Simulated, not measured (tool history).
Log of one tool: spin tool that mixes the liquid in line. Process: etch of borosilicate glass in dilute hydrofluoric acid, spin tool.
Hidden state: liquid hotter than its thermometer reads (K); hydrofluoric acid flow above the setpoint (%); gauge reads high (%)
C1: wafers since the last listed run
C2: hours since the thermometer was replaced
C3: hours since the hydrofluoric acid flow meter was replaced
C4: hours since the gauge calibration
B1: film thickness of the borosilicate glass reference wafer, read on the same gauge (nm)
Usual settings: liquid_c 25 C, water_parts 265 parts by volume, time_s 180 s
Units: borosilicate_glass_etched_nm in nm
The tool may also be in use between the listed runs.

{"run": 1, "hour": 0.0, "liquid_c": 25, "water_parts": 265, "time_s": 120, "C1": 0, "C2": 1189.6, "C3": 1617.5, "C4": 200.8, "B1": 130.73, "borosilicate_glass_etched_nm": 15.05}
{"run": 2, "hour": 62.1, "liquid_c": 25, "water_parts": 265, "time_s": 120, "C1": 389, "C2": 1251.7, "C3": 1679.6, "C4": 262.9, "B1": 130.93, "borosilicate_glass_etched_nm": 15.2}
{"run": 3, "hour": 114.5, "liquid_c": 25, "water_parts": 265, "time_s": 180, "C1": 329, "C2": 1304.1, "C3": 1732, "C4": 315.3, "B1": 131.09, "borosilicate_glass_etched_nm": 22.61}
{"run": 4, "hour": 156.9, "liquid_c": 25, "water_parts": 265, "time_s": 180, "C1": 266, "C2": 1346.5, "C3": 1774.4, "C4": 357.7, "B1": 131.24, "borosilicate_glass_etched_nm": 22.99}
{"run": 5, "hour": 206.4, "liquid_c": 25, "water_parts": 265, "time_s": 180, "C1": 310, "C2": 1396, "C3": 1823.9, "C4": 407.2, "B1": 131.4, "borosilicate_glass_etched_nm": 23.05}
{"run": 6, "hour": 246.0, "liquid_c": 21, "water_parts": 265, "time_s": 180, "C1": 248, "C2": 1435.6, "C3": 1863.5, "C4": 446.8, "B1": 131.53, "borosilicate_glass_etched_nm": 19.77}
{"run": 7, "hour": 272.8, "liquid_c": 25, "water_parts": 265, "time_s": 180, "C1": 168, "C2": 1462.4, "C3": 1890.3, "C4": 473.6, "B1": 131.57, "borosilicate_glass_etched_nm": 23.14}
{"run": 8, "hour": 300.1, "liquid_c": 25, "water_parts": 265, "time_s": 180, "C1": 171, "C2": 1489.7, "C3": 1917.6, "C4": 500.9, "B1": 131.7, "borosilicate_glass_etched_nm": 22.66}
{"run": 9, "hour": 325.5, "liquid_c": 25, "water_parts": 265, "time_s": 125, "C1": 159, "C2": 1515.1, "C3": 1943, "C4": 526.3, "B1": 131.76, "borosilicate_glass_etched_nm": 15.93}
{"run": 10, "hour": 360.1, "liquid_c": 25, "water_parts": 265, "time_s": 125, "C1": 217, "C2": 1549.7, "C3": 1977.6, "C4": 560.9, "B1": 131.91, "borosilicate_glass_etched_nm": 15.84}
{"run": 11, "hour": 398.0, "liquid_c": 25, "water_parts": 265, "time_s": 125, "C1": 237, "C2": 1587.6, "C3": 2015.5, "C4": 598.8, "B1": 131.97, "borosilicate_glass_etched_nm": 15.9}
{"run": 12, "hour": 433.0, "liquid_c": 25, "water_parts": 265, "time_s": 180, "C1": 219, "C2": 1622.6, "C3": 2050.5, "C4": 633.8, "B1": 132.12, "borosilicate_glass_etched_nm": 23.09}
{"run": 13, "hour": 499.9, "liquid_c": 25, "water_parts": 315, "time_s": 180, "C1": 420, "C2": 1689.5, "C3": 2117.4, "C4": 700.7, "B1": 132.35, "borosilicate_glass_etched_nm": 18.49}
{"hour": 508.5, "done": "thermometer replaced"}
{"hour": 514.5, "done": "hydrofluoric acid flow meter replaced"}
{"run": 14, "hour": 531.6, "liquid_c": 22, "water_parts": 185, "time_s": 110, "C1": 186, "C2": 23.1, "C3": 17.1, "C4": 732.4, "B1": 132.45, "borosilicate_glass_etched_nm": 19.68}
{"run": 15, "hour": 599.8, "liquid_c": 29.5, "water_parts": 370, "time_s": 145, "C1": 428, "C2": 91.3, "C3": 85.3, "C4": 800.6, "B1": 132.66, "borosilicate_glass_etched_nm": 13.84}
{"run": 16, "hour": 660.4, "liquid_c": 20, "water_parts": 365, "time_s": 135, "C1": 380, "C2": 151.9, "C3": 145.9, "C4": 861.2, "B1": 132.87, "borosilicate_glass_etched_nm": 9.66}
{"run": 17, "hour": 705.7, "liquid_c": 21.5, "water_parts": 160, "time_s": 180, "C1": 284, "C2": 197.2, "C3": 191.2, "C4": 906.5, "B1": 132.93, "borosilicate_glass_etched_nm": 37.28}
{"hour": 780.5, "done": "gauge calibrated"}
{"run": 18, "hour": 787.5, "liquid_c": 27, "water_parts": 265, "time_s": 290, "C1": 513, "C2": 279, "C3": 273, "C4": 7, "B1": 129.71, "borosilicate_glass_etched_nm": 38.65}
{"run": 19, "hour": 827.8, "liquid_c": 27, "water_parts": 225, "time_s": 180, "C1": 253, "C2": 319.3, "C3": 313.3, "C4": 47.3, "B1": 129.84, "borosilicate_glass_etched_nm": 29.64}
{"run": 20, "hour": 862.5, "liquid_c": 26.5, "water_parts": 170, "time_s": 215, "C1": 217, "C2": 354, "C3": 348, "C4": 82, "B1": 129.88, "borosilicate_glass_etched_nm": 48.84}
{"run": 21, "hour": 924.4, "liquid_c": 25, "water_parts": 265, "time_s": 180, "C1": 388, "C2": 415.9, "C3": 409.9, "C4": 143.9, "B1": 130.08, "borosilicate_glass_etched_nm": 22.33}
{"run": 22, "hour": 979.3, "liquid_c": 23, "water_parts": 200, "time_s": 255, "C1": 344, "C2": 470.8, "C3": 464.8, "C4": 198.8, "B1": 130.31, "borosilicate_glass_etched_nm": 42.25}
{"run": 23, "hour": 1050.7, "liquid_c": 25, "water_parts": 265, "time_s": 130, "C1": 448, "C2": 542.2, "C3": 536.2, "C4": 270.2, "B1": 130.51, "borosilicate_glass_etched_nm": 16.19}

Hidden state at the last listed run before each entry between runs and at the first one after, where it differs:
Between runs 13 and 14: thermometer replaced (hour 508.5); hydrofluoric acid flow meter replaced (hour 514.5)
  gauge reads high (%): 1.79 -> 1.87
  measured less the result without the state, borosilicate_glass_etched_nm: +0.32 -> +0.36 nm
Between runs 17 and 18: gauge calibrated (hour 780.5)
  gauge reads high (%): 2.29 -> -0.245
  measured less the result without the state, borosilicate_glass_etched_nm: +0.83 -> -0.09 nm
